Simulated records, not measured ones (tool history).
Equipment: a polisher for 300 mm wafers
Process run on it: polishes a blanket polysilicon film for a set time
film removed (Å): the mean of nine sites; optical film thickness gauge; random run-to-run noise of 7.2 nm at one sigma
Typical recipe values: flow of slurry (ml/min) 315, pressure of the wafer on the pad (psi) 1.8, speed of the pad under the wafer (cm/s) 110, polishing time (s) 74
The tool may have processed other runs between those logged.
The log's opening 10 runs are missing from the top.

run,hour,flow of slurry (ml/min),pressure of the wafer on the pad (psi),speed of the pad under the wafer (cm/s),polishing time (s),"incoming thickness of the incoming film, nm",film removed (Å)
# hour 178.2: worn pad replaced by a new one
11,178.7,315,1.8,110,74,2038.0,5087
12,183.9,315,1.8,110,74,2007.6,5024
13,196.4,315,1.8,110,74,2008.5,5065
14,205.4,315,1.8,110,74,2002.3,4842
15,213.4,315,1.8,110,74,2064.0,4935
16,225.9,315,1.8,140,74,2000.6,5435
# hour 231.7: head pressure recalibrated
17,235.2,315,1.8,110,74,2006.0,4782
18,247.9,315,2.3,110,74,2034.4,5543
19,255.5,370,1.2,110,81,2017.3,4130
20,271.4,315,1.8,110,74,2005.6,4555
# hour 278.7: worn pad replaced by a new one
21,288.0,315,1.8,82,74,2009.0,4283
22,299.7,375,2.4,110,74,2049.0,6221
23,313.2,315,1.8,110,74,1997.6,4912
24,330.0,315,2.2,138,74,2051.6,6364
25,337.2,315,1.8,110,74,1989.7,4679
26,346.1,315,1.8,92,74,1997.8,4198
# hour 347.7: slurry nozzle cleaned
27,361.5,315,1.8,110,74,2009.6,4535
28,370.7,315,1.8,110,74,2005.5,4479
29,382.9,375,2.0,110,85,2002.2,5626
# hour 395.6: worn pad replaced by a new one
30,396.1,360,1.8,110,74,2018.2,5162
31,413.6,400,1.6,78,86,2038.6,4469

Run 32, settings as shown, results not yet in. Your forecast:
32,423.0,360,1.6,110,51,2053.7,?

film removed (Å): 3174
With the hidden condition absent and the run-to-run variation left alone, this run would have shown film removed (Å) 3316.

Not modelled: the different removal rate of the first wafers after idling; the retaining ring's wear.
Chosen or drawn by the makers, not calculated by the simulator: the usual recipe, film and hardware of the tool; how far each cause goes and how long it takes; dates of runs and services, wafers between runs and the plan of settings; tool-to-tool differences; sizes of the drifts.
